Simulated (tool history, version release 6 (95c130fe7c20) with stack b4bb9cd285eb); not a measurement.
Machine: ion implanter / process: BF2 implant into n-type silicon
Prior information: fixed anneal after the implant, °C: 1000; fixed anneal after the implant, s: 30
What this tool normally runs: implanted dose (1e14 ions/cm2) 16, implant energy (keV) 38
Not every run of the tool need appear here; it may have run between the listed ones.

run   hour  implanted dose (1e14 ions/cm2)  implant energy (keV)  wafers since the last listed run  hours since the last dose calibration  hours since the extraction supply was calibrated  hours since the gauge calibration  read-back reference wafer on the same gauge, sheet resistance  sheet resistance of the implanted and annealed layer (ohm/square)
  1      0                              16                  41.5                                 0                                  173.3                                            5797.9                              148.7                                                         151.99                                                             124.94
  2   14.9                              16                  41.5                               648                                  188.2                                            5812.8                              163.6                                                         152.07                                                              124.8
  3   20.9                              16                  41.5                               261                                  194.2                                            5818.8                              169.6                                                         151.95                                                             125.07
  4     37                              16                    38                               700                                  210.3                                            5834.9                              185.7                                                         151.95                                                              129.7
  5   51.3                              16                    38                               622                                  224.6                                            5849.2                                200                                                         151.94                                                             129.74
  6   64.8                              16                    38                               587                                  238.1                                            5862.7                              213.5                                                         151.99                                                             130.17
  7   82.6                              16                    38                               774                                  255.9                                            5880.5                              231.3                                                         151.98                                                             129.77
  8   99.3                              16                  46.5                               726                                  272.6                                            5897.2                                248                                                         151.99                                                             118.59
  9  113.2                              16                    38                               605                                  286.5                                            5911.1                              261.9                                                         151.98                                                             130.25
 10  122.4                              16                    38                               400                                  295.7                                            5920.3                              271.1                                                         152.01                                                             129.92
 11  136.9                           14.89                    38                               631                                  310.2                                            5934.8                              285.6                                                         152.05                                                             132.04
 12  145.9                              16                    38                               391                                  319.2                                            5943.8                              294.6                                                         151.99                                                             129.85
 13  158.4                           17.51                    38                               544                                  331.7                                            5956.3                              307.1                                                         152.04                                                             127.96
     158.5  -- gauge calibrated
 14  164.5                           17.51                    38                               265                                  337.8                                            5962.4                                  6                                                         152.02                                                             127.65
 15  175.8                              16                    31                               491                                  349.1                                            5973.7                               17.3                                                         151.99                                                              142.6
 16  185.9                              16                  44.5                               439                                  359.2                                            5983.8                               27.4                                                         151.98                                                             121.34
 17  200.2                              16                  44.5                               622                                  373.5                                            5998.1                               41.7                                                         152.01                                                             121.17
 18  217.8                              16                  50.5                               766                                  391.1                                            6015.7                               59.3                                                         152.05                                                              114.7
 19  234.6                           18.47                    42                               731                                  407.9                                            6032.5                               76.1                                                         151.97                                                              121.2
     250.3  -- extraction supply calibrated
 20  250.8                           12.18                  47.5                               356                                  424.1                                               0.5                               92.3                                                         151.94                                                             129.84
 21  285.8                           18.41                    25                              1523                                  459.1                                              35.5                              127.3                                                         151.97                                                             154.32
 22  302.1                              16                    38                               709                                  475.4                                              51.8                              143.6                                                         151.99                                                             130.24
 23    312                           13.89                    38                               430                                  485.3                                              61.7                              153.5                                                         152.01                                                             134.81
 24  319.5                           18.85                  28.5                               326                                  492.8                                              69.2                                161                                                            152                                                             144.77
     341.5  -- Faraday cup replaced and dose calibrated
 25    342                           19.11                    43                               631                                    0.5                                              91.7                              183.5                                                         152.07                                                             118.82
 26  352.8                            13.3                    38                               470                                   11.3                                             102.5                              194.3                                                         151.94                                                             135.97
 27  363.9                           12.63                    51                               483                                   22.4                                             113.6                              205.4                                                         151.97                                                             123.44
 28    374                              16                    38                               439                                   32.5                                             123.7                              215.5                                                         151.94                                                             129.81
 29  381.6                              16                    45                               330                                   40.1                                             131.3                              223.1                                                         151.99                                                             119.82
 30  394.9                           19.71                    25                               578                                   53.4                                             144.6                              236.4                                                            152                                                             152.04
 31  410.7                              16                    38                               687                                   69.2                                             160.4                              252.2                                                          151.9                                                             129.77
 32  427.4                              16                  41.5                               726                                   85.9                                             177.1                              268.9                                                         151.93                                                             124.49
 33  441.2                           12.68                  28.5                               600                                   99.7                                             190.9                              282.7                                                         152.07                                                             155.92
 34  454.6                           12.32                  29.5                               583                                  113.1                                             204.3                              296.1                                                         151.96                                                              154.6

List, for all runs, the conditions of the tool that the log does not record:
deviation of the true energy from its setpoint, %: 0 on each run
gauge reads high (%): 0 on each run
H1: deviation of the true dose from the Faraday cup's reading, %
run       H1
  1  -0.0672
  2     -0.2
  3   -0.253
  4   -0.397
  5   -0.524
  6   -0.645
  7   -0.803
  8   -0.952
  9    -1.08
 10    -1.16
 11    -1.29
 12    -1.37
 13    -1.48
 14    -1.53
 15    -1.63
 16    -1.72
 17    -1.85
 18    -2.01
 19    -2.16
 20     -2.3
 21    -2.61
 22    -2.76
 23    -2.85
 24    -2.91
 25    0.434
 26    0.338
 27    0.239
 28    0.149
 29   0.0811
 30  -0.0374
 31   -0.178
 32   -0.327
 33    -0.45
 34   -0.569
